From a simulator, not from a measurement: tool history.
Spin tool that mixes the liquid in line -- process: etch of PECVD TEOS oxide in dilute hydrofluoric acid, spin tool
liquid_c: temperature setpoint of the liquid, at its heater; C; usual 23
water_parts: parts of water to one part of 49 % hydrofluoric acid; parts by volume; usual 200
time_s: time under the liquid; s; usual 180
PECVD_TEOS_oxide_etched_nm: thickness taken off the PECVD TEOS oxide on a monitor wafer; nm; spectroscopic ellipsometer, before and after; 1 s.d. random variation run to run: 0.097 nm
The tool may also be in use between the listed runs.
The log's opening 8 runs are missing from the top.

run	day	liquid_c	water_parts	time_s	wafers since the last listed run	hours since the thermometer was replaced	hours since the hydrofluoric acid flow meter was replaced	hours since the gauge calibration	read-back film thickness of the PECVD TEOS oxide reference wafer, read on the same gauge (nm)	PECVD_TEOS_oxide_etched_nm
9	3.85	23	200	180	115	67	1969.1	427.7	120.03	10.59
10	4.525	23	200	180	163	83.2	1985.3	443.9	120	10.54
11	4.8	25.5	245	290	66	89.8	1991.9	450.5	120.02	14.78
12	5.058	19	285	230	62	96	1998.1	456.7	119.98	7.7
13	5.788	23	200	180	176	113.5	2015.6	474.2	120	10.48
14	6.183	23	265	250	95	123	2025.1	483.7	120.03	10.41
15	6.846	25.5	100	275	160	138.9	2041	499.6	119.99	39.95
16	7.192	23	200	180	83	147.2	2049.3	507.9	120.02	10.72
17	7.758	23	200	100	137	160.8	2062.9	521.5	119.98	5.95
18	8.1	19	200	180	82	169	2071.1	529.7	120.02	9.06
19	8.717	20.5	175	240	149	183.8	2085.9	544.5	120	15.28
20	9.421	23	200	180	170	200.7	2102.8	561.4	120.01	10.59
# day 9.454: gauge calibrated
# day 9.812: hydrofluoric acid flow meter replaced
21	10.129	23	200	180	161	217.7	7.6	16.2	119.99	10.67
22	10.725	23	175	180	144	232	21.9	30.5	120	12.68
23	10.979	20	200	215	61	238.1	28	36.6	120.04	11.34
24	11.371	19	225	240	94	247.5	37.4	46	120.01	10.57
25	11.696	21	150	180	78	255.3	45.2	53.8	120	13.74
26	12.35	21	170	230	158	271	60.9	69.5	120	15.31
27	13	23	200	245	157	286.6	76.5	85.1	119.98	14.5

What will run 28 give?
28	13.358	23	200	180	86	295.2	85.1	93.7	?	?

read-back film thickness of the PECVD TEOS oxide reference wafer, read on the same gauge (nm): 120.01
PECVD_TEOS_oxide_etched_nm: 10.59 nm
On a tool with no hidden condition, and with the same random variation, this run would have come out at PECVD_TEOS_oxide_etched_nm 10.59 nm.

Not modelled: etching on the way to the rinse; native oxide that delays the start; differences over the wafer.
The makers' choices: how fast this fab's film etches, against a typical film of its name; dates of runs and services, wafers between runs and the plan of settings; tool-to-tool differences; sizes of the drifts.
